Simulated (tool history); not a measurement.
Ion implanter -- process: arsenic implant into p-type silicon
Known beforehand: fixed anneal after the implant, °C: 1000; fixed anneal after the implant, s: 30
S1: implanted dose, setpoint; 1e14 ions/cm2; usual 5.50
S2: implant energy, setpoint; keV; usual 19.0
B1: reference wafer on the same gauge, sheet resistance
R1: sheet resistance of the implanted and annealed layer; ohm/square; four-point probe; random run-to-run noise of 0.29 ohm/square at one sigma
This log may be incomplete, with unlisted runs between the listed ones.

run	hour	S1	S2	B1	R1
1	0.0	5.50	19.0	168.98	189.44
2	7.0	5.50	19.0	168.90	188.74
3	27.6	5.50	19.0	168.93	188.75
4	38.6	5.50	19.0	169.01	188.50
5	49.6	5.50	19.0	169.00	188.39
6	63.1	5.50	19.0	168.98	188.42
7	77.6	5.50	19.0	169.04	187.89
8	92.4	5.50	19.0	168.97	188.55
9	108.2	5.50	19.0	168.98	187.49
10	118.0	5.50	19.0	168.92	187.97
11	124.4	5.50	15.0	168.93	194.35
# hour 124.7: gauge calibrated
12	134.8	5.50	15.0	168.96	194.12
13	150.1	5.50	15.0	168.99	193.34
14	158.1	5.50	19.0	169.02	187.66
15	167.0	6.43	25.0	168.97	160.89
16	183.4	4.46	23.5	168.94	213.18
# hour 194.7: Faraday cup replaced and dose calibrated
# hour 198.9: extraction supply calibrated
17	199.4	4.70	17.0	168.98	222.06
18	202.2	4.33	16.0	168.94	237.89
19	217.0	6.62	19.0	169.10	170.68
20	224.5	5.50	19.0	168.98	195.61
21	239.4	4.79	14.0	168.94	223.83
22	255.4	5.93	23.0	169.04	179.38
23	265.6	5.50	19.0	168.95	194.45
24	278.7	6.75	19.0	169.00	168.22
25	288.3	5.50	19.0	168.94	194.56
26	298.9	7.03	19.0	169.06	163.47
27	344.0	5.50	19.0	169.00	193.97

Predict each of these 5 candidate next runs independently; none follows another, all start after run 27:
A	344.4	4.92	19.0	?	?
B	344.4	4.80	21.5	?	?
C	344.4	6.78	13.0	?	?
D	344.4	5.97	24.5	?	?
E	344.4	5.50	15.5	?	?

run	B1	R1
A	168.96	211.02
B	168.96	211.42
C	168.96	176.33
D	168.96	176.52
E	168.96	199.56
Stripped of hidden state, with their random variation kept, the same runs would have yielded:
run	R1
A	211.89
B	212.30
C	176.98
D	177.25
E	200.35

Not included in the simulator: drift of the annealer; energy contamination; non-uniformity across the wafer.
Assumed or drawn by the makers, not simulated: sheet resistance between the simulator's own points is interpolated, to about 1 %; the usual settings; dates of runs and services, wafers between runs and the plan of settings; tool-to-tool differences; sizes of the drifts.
